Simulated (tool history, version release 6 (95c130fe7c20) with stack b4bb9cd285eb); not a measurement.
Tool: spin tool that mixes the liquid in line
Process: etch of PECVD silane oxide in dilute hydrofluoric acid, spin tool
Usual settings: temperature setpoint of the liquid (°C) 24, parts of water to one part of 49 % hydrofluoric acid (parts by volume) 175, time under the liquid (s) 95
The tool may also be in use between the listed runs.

run    hour  temperature setpoint of the liquid (°C)  parts of water to one part of 49 % hydrofluoric acid (parts by volume)  time under the liquid (s)  read-back film thickness of the PECVD silane oxide reference wafer, read on the same gauge (nm)  thickness taken off the PECVD silane oxide on a monitor wafer (nm)
  1       0                                       24                                                                     175                        130                                                                                            30.01                                                               13.93
  2    47.5                                       24                                                                     175                        130                                                                                               30                                                               13.96
  3     103                                       24                                                                     175                        130                                                                                            29.99                                                               14.18
  4   197.7                                       24                                                                     245                         95                                                                                            30.01                                                                6.91
  5   298.8                                       24                                                                     245                         95                                                                                            29.96                                                                7.02
  6   396.6                                     20.5                                                                     175                         95                                                                                            29.98                                                                9.32
      482.8  -- hydrofluoric acid flow meter replaced
  7   503.7                                     20.5                                                                     175                         95                                                                                               30                                                                9.09
  8   586.7                                       24                                                                     175                        115                                                                                            30.03                                                               12.72
      714.8  -- thermometer replaced
  9   856.4                                       24                                                                     175                        115                                                                                            30.02                                                               12.56
 10     939                                       24                                                                     175                        115                                                                                            29.99                                                               12.63
 11    1062                                       24                                                                     175                         95                                                                                            30.02                                                               10.58
 12  1107.2                                       24                                                                     175                         95                                                                                            30.03                                                               10.56
       1288  -- hydrofluoric acid flow meter replaced
 13  1352.1                                       24                                                                     175                         95                                                                                               30                                                               10.56
 14  1400.4                                       24                                                                     175                         95                                                                                            29.99                                                               10.55
     1425.5  -- thermometer replaced
 15    1455                                       22                                                                     175                         95                                                                                            29.98                                                                9.46
 16  1528.1                                       22                                                                     175                         95                                                                                               30                                                                9.61
 17  1568.7                                       22                                                                     175                         95                                                                                               30                                                                9.59
 18  1651.1                                       24                                                                     175                         95                                                                                            29.99                                                               10.37
 19  1756.1                                     27.5                                                                     150                         55                                                                                               30                                                                8.29
     2013.8  -- gauge calibrated
 20  2030.7                                       24                                                                     175                        115                                                                                               30                                                               13.12
       2038  -- hydrofluoric acid flow meter replaced
 21  2087.6                                       24                                                                     175                         95                                                                                               30                                                               10.55
 22  2179.6                                       22                                                                     235                        115                                                                                               30                                                                8.42
     2235.5  -- thermometer replaced
 23  2270.1                                       24                                                                     175                         95                                                                                            29.98                                                               10.33
 24  2328.5                                       22                                                                     240                         70                                                                                            29.99                                                                4.84
 25  2380.1                                       22                                                                     175                         95                                                                                            29.98                                                                9.65
 26  2431.2                                       24                                                                     140                        125                                                                                            30.02                                                               17.88
 27  2497.1                                       24                                                                     240                         95                                                                                               30                                                                7.13
 28  2595.8                                       24                                                                     175                        145                                                                                            29.99                                                                16.1
 29  2685.2                                       24                                                                     175                         60                                                                                            29.99                                                                6.79
 30  2791.3                                       22                                                                     135                        140                                                                                            30.02                                                               19.81
 31  2885.5                                       24                                                                     175                         95                                                                                            30.03                                                               10.82
     2890.7  -- hydrofluoric acid flow meter replaced
     2957.5  -- thermometer replaced
 32    2964                                       26                                                                     175                         95                                                                                            29.99                                                               10.93

For some of the steps in thickness taken off the PECVD silane oxide on a monitor wafer (nm) from one run to the next: how much would appear even if the tool had no hidden state, given the settings, what came in and random variation, and how much remains for the hidden state plus any gauge scatter that the measured result and the result without hidden state don't share?
What the log doesn't record here: liquid hotter than its thermometer reads (K); hydrofluoric acid flow above the setpoint (%); gauge reads high (%).
Run 19 -> 20: temperature setpoint of the liquid (°C) 27.5 -> 24, parts of water to one part of 49 % hydrofluoric acid (parts by volume) 150 -> 175, time under the liquid (s) 55 -> 115, gauge calibrated. thickness taken off the PECVD silane oxide on a monitor wafer (nm) +4.83: hidden state +0.52, all else +4.31.
Run 26 -> 27: parts of water to one part of 49 % hydrofluoric acid (parts by volume) 140 -> 240, time under the liquid (s) 125 -> 95. thickness taken off the PECVD silane oxide on a monitor wafer (nm) -10.75: hidden state -0.31, all else -10.44.
Run 28 -> 29: time under the liquid (s) 145 -> 60. thickness taken off the PECVD silane oxide on a monitor wafer (nm) -9.31: hidden state -0.4, all else -8.91.
Run 29 -> 30: temperature setpoint of the liquid (°C) 24 -> 22, parts of water to one part of 49 % hydrofluoric acid (parts by volume) 175 -> 135, time under the liquid (s) 60 -> 140. thickness taken off the PECVD silane oxide on a monitor wafer (nm) +13.02: hidden state +0.88, all else +12.14.
Run 31 -> 32: temperature setpoint of the liquid (°C) 24 -> 26, hydrofluoric acid flow meter replaced, thermometer replaced. thickness taken off the PECVD silane oxide on a monitor wafer (nm) +0.11: hidden state -0.68, all else +0.79.

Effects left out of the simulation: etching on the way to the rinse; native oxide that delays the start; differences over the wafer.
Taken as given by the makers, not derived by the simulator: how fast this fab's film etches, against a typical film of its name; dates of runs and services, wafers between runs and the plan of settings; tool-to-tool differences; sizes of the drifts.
